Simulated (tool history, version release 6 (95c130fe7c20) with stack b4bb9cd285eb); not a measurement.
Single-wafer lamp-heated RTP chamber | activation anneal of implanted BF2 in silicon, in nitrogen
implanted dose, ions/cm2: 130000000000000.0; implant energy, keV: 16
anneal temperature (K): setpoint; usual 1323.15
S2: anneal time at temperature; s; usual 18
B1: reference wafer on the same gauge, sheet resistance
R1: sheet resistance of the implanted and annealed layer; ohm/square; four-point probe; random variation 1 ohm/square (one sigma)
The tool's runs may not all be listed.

Run 1, hour 0.0: usual settings but S2 23 s; B1 805.03. Result: R1 685.45 ohm/square.
At hour 45.1: reflector plate cleaned.
At hour 53.9: pyrometer window cleaned and pyrometer calibrated.
Run 2, hour 54.4: usual settings but anneal temperature (K) 1330.15, S2 16 s; B1 805.19. Result: R1 694.80 ohm/square.
At hour 61.0: gauge calibrated.
Run 3, hour 86.0: usual settings but anneal temperature (K) 1330.15, S2 16 s; B1 805.03. Result: R1 693.58 ohm/square.
Run 4, hour 119.1: usual settings but anneal temperature (K) 1330.15, S2 16 s; B1 805.23. Result: R1 691.35 ohm/square.
Run 5, hour 165.6: usual settings; B1 805.46. Result: R1 694.38 ohm/square.
Run 6, hour 190.1: usual settings; B1 805.28. Result: R1 693.59 ohm/square.
Run 7, hour 222.7: usual settings but anneal temperature (K) 1313.15, S2 24 s; B1 804.92. Result: R1 690.42 ohm/square.
Run 8, hour 254.4: usual settings but anneal temperature (K) 1313.15, S2 24 s; B1 805.15. Result: R1 688.36 ohm/square.
At hour 278.4: pyrometer window cleaned and pyrometer calibrated.
Run 9, hour 303.9: usual settings; B1 804.77. Result: R1 693.24 ohm/square.
Run 10, hour 336.0: usual settings; B1 804.90. Result: R1 695.04 ohm/square.
At hour 344.7: reflector plate cleaned.
Run 11, hour 360.9: usual settings; B1 804.93. Result: R1 693.89 ohm/square.
Run 12, hour 404.7: usual settings but S2 26 s; B1 805.09. Result: R1 684.60 ohm/square.
Run 13, hour 462.2: usual settings; B1 805.12. Result: R1 690.13 ohm/square.
Run 14, hour 499.7: usual settings; B1 805.19. Result: R1 689.81 ohm/square.
At hour 536.3: pyrometer window cleaned and pyrometer calibrated.
Run 15, hour 537.1: usual settings; B1 805.38. Result: R1 694.49 ohm/square.
Run 16, hour 587.9: usual settings but anneal temperature (K) 1315.15, S2 14 s; B1 805.17. Result: R1 700.10 ohm/square.
At hour 652.4: reflector plate cleaned.
Run 17, hour 652.9: usual settings but anneal temperature (K) 1311.15; B1 805.06. Result: R1 697.16 ohm/square.
At hour 662.5: gauge calibrated.
Run 18, hour 681.1: usual settings but anneal temperature (K) 1331.15, S2 15 s; B1 804.86. Result: R1 694.91 ohm/square.
Run 19, hour 708.8: usual settings but S2 13 s; B1 805.11. Result: R1 700.28 ohm/square.
Run 20, hour 755.3: usual settings but S2 12 s; B1 805.22. Result: R1 697.43 ohm/square.
Run 21, hour 788.7: usual settings but S2 9 s; B1 805.26. Result: R1 702.53 ohm/square.
At hour 804.4: pyrometer window cleaned and pyrometer calibrated.
Run 22, hour 844.4: usual settings but anneal temperature (K) 1340.15, S2 27 s; B1 804.78. Result: R1 676.58 ohm/square.
Run 23, hour 883.0: usual settings; B1 805.24. Result: R1 693.62 ohm/square.
At hour 909.5: reflector plate cleaned.
Run 24, hour 919.4: usual settings; B1 805.03. Result: R1 691.69 ohm/square.
At hour 1034.4: pyrometer window cleaned and pyrometer calibrated.
Run 25, hour 1044.5: usual settings but S2 25 s; B1 804.87. Result: R1 685.81 ohm/square.
Run 26, hour 1097.3: usual settings but anneal temperature (K) 1304.15, S2 14 s; B1 805.00. Result: R1 704.80 ohm/square.
Run 27, hour 1121.5: usual settings but anneal temperature (K) 1350.15, S2 26 s; B1 805.25. Result: R1 672.09 ohm/square.
At hour 1168.1: reflector plate cleaned.
Run 28, hour 1179.7: usual settings but anneal temperature (K) 1307.15, S2 13 s; B1 804.67. Result: R1 703.22 ohm/square.

3 ways to go on from here, each from the tool as it stands after run 28. What would each give?
Run A, hour 1180.1: usual settings but anneal temperature (K) 1295.15; B1 ?. Result: R1 ?.
Run B, hour 1180.1: usual settings but anneal temperature (K) 1346.15, S2 15 s; B1 ?. Result: R1 ?.
Run C, hour 1180.1: usual settings but anneal temperature (K) 1351.15, S2 8 s; B1 ?. Result: R1 ?.

run      B1      R1
  A  805.10  702.58
  B  805.10  687.56
  C  805.10  698.72
Without the tool's hidden state the same runs would have given:
run      R1
  A  704.17
  B  689.80
  C  700.42
